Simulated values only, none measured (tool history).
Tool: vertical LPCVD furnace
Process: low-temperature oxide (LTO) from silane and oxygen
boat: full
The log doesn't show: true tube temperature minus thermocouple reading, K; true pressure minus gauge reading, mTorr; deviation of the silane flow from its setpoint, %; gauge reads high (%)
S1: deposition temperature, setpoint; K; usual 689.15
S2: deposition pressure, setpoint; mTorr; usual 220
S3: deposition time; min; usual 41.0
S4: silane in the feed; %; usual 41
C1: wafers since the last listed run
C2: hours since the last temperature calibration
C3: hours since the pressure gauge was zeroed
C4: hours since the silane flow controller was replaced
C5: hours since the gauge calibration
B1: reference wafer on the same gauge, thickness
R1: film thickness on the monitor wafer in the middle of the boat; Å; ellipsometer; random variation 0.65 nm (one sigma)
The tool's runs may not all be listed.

{"run": 1, "hour": 0.0, "S1": 689.15, "S2": 220, "S3": 41.0, "S4": 41, "C1": 0, "C2": 2311.4, "C3": 3779.3, "C4": 2539.4, "C5": 71.0, "B1": 428.92, "R1": 4489.2}
{"run": 2, "hour": 25.0, "S1": 689.15, "S2": 220, "S3": 41.0, "S4": 41, "C1": 483, "C2": 2336.4, "C3": 3804.3, "C4": 2564.4, "C5": 96.0, "B1": 428.87, "R1": 4479.5}
{"run": 3, "hour": 57.7, "S1": 689.15, "S2": 220, "S3": 41.0, "S4": 41, "C1": 631, "C2": 2369.1, "C3": 3837.0, "C4": 2597.1, "C5": 128.7, "B1": 429.02, "R1": 4484.4}
{"run": 4, "hour": 76.3, "S1": 689.15, "S2": 220, "S3": 41.0, "S4": 41, "C1": 359, "C2": 2387.7, "C3": 3855.6, "C4": 2615.7, "C5": 147.3, "B1": 429.01, "R1": 4500.7}
{"run": 5, "hour": 102.9, "S1": 689.15, "S2": 220, "S3": 41.0, "S4": 41, "C1": 513, "C2": 2414.3, "C3": 3882.2, "C4": 2642.3, "C5": 173.9, "B1": 428.83, "R1": 4507.2}
{"run": 6, "hour": 131.5, "S1": 689.15, "S2": 220, "S3": 31.5, "S4": 41, "C1": 552, "C2": 2442.9, "C3": 3910.8, "C4": 2670.9, "C5": 202.5, "B1": 429.19, "R1": 3450.7}
{"run": 7, "hour": 163.2, "S1": 689.15, "S2": 220, "S3": 31.5, "S4": 41, "C1": 612, "C2": 2474.6, "C3": 3942.5, "C4": 2702.6, "C5": 234.2, "B1": 429.02, "R1": 3455.9}
{"hour": 187.4, "done": "pressure gauge zeroed"}
{"run": 8, "hour": 195.2, "S1": 689.15, "S2": 220, "S3": 35.0, "S4": 47, "C1": 154, "C2": 2506.6, "C3": 7.8, "C4": 2734.6, "C5": 266.2, "B1": 428.92, "R1": 4391.7}
{"run": 9, "hour": 227.6, "S1": 689.15, "S2": 220, "S3": 41.0, "S4": 41, "C1": 626, "C2": 2539.0, "C3": 40.2, "C4": 2767.0, "C5": 298.6, "B1": 429.09, "R1": 4505.8}
{"hour": 231.8, "done": "gauge calibrated"}
{"hour": 259.5, "done": "silane flow controller replaced"}
{"hour": 270.9, "done": "thermocouples replaced and temperature profile calibrated"}
{"run": 10, "hour": 271.4, "S1": 689.15, "S2": 255, "S3": 41.0, "S4": 35, "C1": 162, "C2": 0.5, "C3": 84.0, "C4": 11.9, "C5": 39.6, "B1": 429.05, "R1": 4131.1}
{"run": 11, "hour": 275.8, "S1": 689.15, "S2": 220, "S3": 35.0, "S4": 47, "C1": 85, "C2": 4.9, "C3": 88.4, "C4": 16.3, "C5": 44.0, "B1": 429.15, "R1": 4223.2}
{"run": 12, "hour": 281.9, "S1": 689.15, "S2": 220, "S3": 41.0, "S4": 41, "C1": 117, "C2": 11.0, "C3": 94.5, "C4": 22.4, "C5": 50.1, "B1": 428.92, "R1": 4307.2}
{"run": 13, "hour": 317.7, "S1": 689.15, "S2": 235, "S3": 29.5, "S4": 44, "C1": 691, "C2": 46.8, "C3": 130.3, "C4": 58.2, "C5": 85.9, "B1": 429.04, "R1": 3569.5}
{"run": 14, "hour": 329.7, "S1": 694.15, "S2": 260, "S3": 41.0, "S4": 38, "C1": 231, "C2": 58.8, "C3": 142.3, "C4": 70.2, "C5": 97.9, "B1": 428.97, "R1": 4909.9}
{"run": 15, "hour": 343.9, "S1": 694.15, "S2": 255, "S3": 35.5, "S4": 41, "C1": 274, "C2": 73.0, "C3": 156.5, "C4": 84.4, "C5": 112.1, "B1": 428.84, "R1": 4549.0}

Forecast each of these 5 alternatives for the next run:
{"run": "A", "hour": 348.3, "S1": 679.15, "S2": 220, "S3": 41.0, "S4": 41, "C1": 85, "C2": 77.4, "C3": 160.9, "C4": 88.8, "C5": 116.5, "B1": "?", "R1": "?"}
{"run": "B", "hour": 348.3, "S1": 689.15, "S2": 220, "S3": 32.5, "S4": 47, "C1": 85, "C2": 77.4, "C3": 160.9, "C4": 88.8, "C5": 116.5, "B1": "?", "R1": "?"}
{"run": "C", "hour": 348.3, "S1": 678.15, "S2": 180, "S3": 31.5, "S4": 38, "C1": 85, "C2": 77.4, "C3": 160.9, "C4": 88.8, "C5": 116.5, "B1": "?", "R1": "?"}
{"run": "D", "hour": 348.3, "S1": 689.15, "S2": 220, "S3": 41.0, "S4": 44, "C1": 85, "C2": 77.4, "C3": 160.9, "C4": 88.8, "C5": 116.5, "B1": "?", "R1": "?"}
{"run": "E", "hour": 348.3, "S1": 683.15, "S2": 220, "S3": 41.0, "S4": 35, "C1": 85, "C2": 77.4, "C3": 160.9, "C4": 88.8, "C5": 116.5, "B1": "?", "R1": "?"}

run=A B1=429.11 R1=3890.7
run=B B1=429.11 R1=3925.7
run=C B1=429.11 R1=2210.8
run=D B1=429.11 R1=4653.6
run=E B1=429.11 R1=3347.2
Without the tool's hidden state the same runs would have given:
run=A R1=3880.9
run=B R1=3916.6
run=C R1=2205.0
run=D R1=4642.5
run=E R1=3338.4

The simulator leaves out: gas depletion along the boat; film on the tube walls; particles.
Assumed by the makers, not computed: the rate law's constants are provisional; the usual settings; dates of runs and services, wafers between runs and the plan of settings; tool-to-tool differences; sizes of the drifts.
